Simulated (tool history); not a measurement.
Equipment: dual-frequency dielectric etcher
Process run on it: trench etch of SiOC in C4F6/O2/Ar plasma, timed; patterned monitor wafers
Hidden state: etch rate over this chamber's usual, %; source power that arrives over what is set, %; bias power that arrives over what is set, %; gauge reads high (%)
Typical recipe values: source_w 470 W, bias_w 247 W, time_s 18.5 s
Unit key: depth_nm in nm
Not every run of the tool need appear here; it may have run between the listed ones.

run    hour  source_w  bias_w  time_s  wafers since the last listed run  hours since the last wet clean  hours since the last source power generator calibration  hours since the last bias power generator calibration  hours since the last upper electrode change  hours since the gauge calibration  read-back reference wafer on the same gauge, depth_nm  depth_nm
  1       0       470     247    16.5                                 0                           179.2                                                   2521.1                                                 2275.4                                       3152.9                              895.5                                                  45.34     42.72
  2   103.6       470     247    16.5                              2134                           282.8                                                   2624.7                                                   2379                                       3256.5                              999.1                                                  45.36     42.78
  3   147.8       470     247    16.5                               910                             327                                                   2668.9                                                 2423.2                                       3300.7                             1043.3                                                  45.29     43.35
  4     253       470     247      15                              2167                           432.2                                                   2774.1                                                 2528.4                                       3405.9                             1148.5                                                   45.3     39.74
  5   332.1       470     247    21.5                              1629                           511.3                                                   2853.2                                                 2607.5                                         3485                             1227.6                                                  45.34     57.47
      422.4  -- wet clean of the chamber
  6   422.9       470     247      16                              1376                             0.5                                                     2944                                                 2698.3                                       3575.8                             1318.4                                                  45.34     40.59
  7   620.3       470     247      16                              4066                           197.9                                                   3141.4                                                 2895.7                                       3773.2                             1515.8                                                  45.27     40.98
  8     721       470     247    18.5                              2074                           298.6                                                   3242.1                                                 2996.4                                       3873.9                             1616.5                                                  45.38     47.54
      945.1  -- wet clean of the chamber
  9  1023.4       470     247    18.5                              5735                            78.3                                                   3544.5                                                 3298.8                                       4176.3                             1918.9                                                   45.3     47.56
 10  1059.8       470     247    18.5                               749                           114.7                                                   3580.9                                                 3335.2                                       4212.7                             1955.3                                                   45.3     46.96
 11  1146.3       470     247    18.5                              1782                           201.2                                                   3667.4                                                 3421.7                                       4299.2                             2041.8                                                  45.32     47.72
 12  1217.4       470     247    18.5                              1464                           272.3                                                   3738.5                                                 3492.8                                       4370.3                             2112.9                                                  45.25     48.26
 13  1308.1       470     247    18.5                              1868                             363                                                   3829.2                                                 3583.5                                         4461                             2203.6                                                  45.24     48.42
 14  1349.2       470     247    18.5                               846                           404.1                                                   3870.3                                                 3624.6                                       4502.1                             2244.7                                                  45.31     48.93
       1453  -- wet clean of the chamber
 15  1453.5       470     247    18.5                              1654                             0.5                                                   3974.6                                                 3728.9                                       4606.4                               2349                                                  45.21     46.88
     1475.9  -- bias power generator calibrated
 16    1483       470     247    18.5                               525                              30                                                   4004.1                                                    7.1                                       4635.9                             2378.5                                                  45.37     47.95
 17    1528       470     247      23                               927                              75                                                   4049.1                                                   52.1                                       4680.9                             2423.5                                                  45.33     59.03
     1563.6  -- gauge calibrated
 18  1617.7       470     247    18.5                              1848                           164.7                                                   4138.8                                                  141.8                                       4770.6                               54.1                                                  45.33     47.59
 19  1686.6       420     273      15                              1419                           233.6                                                   4207.7                                                  210.7                                       4839.5                                123                                                  45.31     38.06
     1756.8  -- source power generator calibrated
 20  1762.8       550     308    18.5                              1487                           309.8                                                        6                                                  286.9                                       4915.7                              199.2                                                   45.3     54.69
 21  1811.1       510     247      20                               995                           358.1                                                     54.3                                                  335.2                                         4964                              247.5                                                   45.3     54.17
     1869.7  -- upper electrode replaced
 22  1889.3       410     266    16.5                              1116                           436.3                                                    132.5                                                  413.4                                         19.6                              325.7                                                   45.3      41.6
 23  1933.1       390     201      22                               902                           480.1                                                    176.3                                                  457.2                                         63.4                              369.5                                                   45.3     50.72
 24  1998.6       540     247      16                              1349                           545.6                                                    241.8                                                  522.7                                        128.9                                435                                                  45.23     45.16
     2028.7  -- wet clean of the chamber
 25  2088.2       470     247    18.5                              1351                            59.5                                                    331.4                                                  612.3                                        218.5                              524.6                                                  45.22     47.55
 26  2154.8       420     302      17                              1372                           126.1                                                      398                                                  678.9                                        285.1                              591.2                                                  45.32     43.36
 27  2227.3       470     247    18.5                              1493                           198.6                                                    470.5                                                  751.4                                        357.6                              663.7                                                   45.3      47.8
 28  2319.8       390     247    18.5                              1905                           291.1                                                      563                                                  843.9                                        450.1                              756.2                                                  45.28     44.61
 29  2377.8       470     247    18.5                              1194                           349.1                                                      621                                                  901.9                                        508.1                              814.2                                                  45.32     48.35
 30  2435.8       420     273      15                              1194                           407.1                                                      679                                                  959.9                                        566.1                              872.2                                                  45.31     38.35

For some of the steps in depth_nm from one run to the next: how much would appear even if the tool had no hidden state, given the settings, what came in and random variation, and how much remains for the hidden state plus any gauge scatter that the measured result and the result without hidden state don't share?
Run 4 -> 5: time_s 15 -> 21.5. depth_nm +17.73 nm: hidden state +0.86, all else +16.87.
Run 5 -> 6: time_s 21.5 -> 16, wet clean of the chamber. depth_nm -16.88 nm: hidden state -2.28, all else -14.6.
Run 14 -> 15: wet clean of the chamber. depth_nm -2.05 nm: hidden state -1.36, all else -0.69.
Run 19 -> 20: source_w 420 -> 550, bias_w 273 -> 308, time_s 15 -> 18.5, source power generator calibrated. depth_nm +16.63 nm: hidden state +0.54, all else +16.09.
Run 24 -> 25: source_w 540 -> 470, time_s 16 -> 18.5, wet clean of the chamber. depth_nm +2.39 nm: hidden state -1.52, all else +3.91.
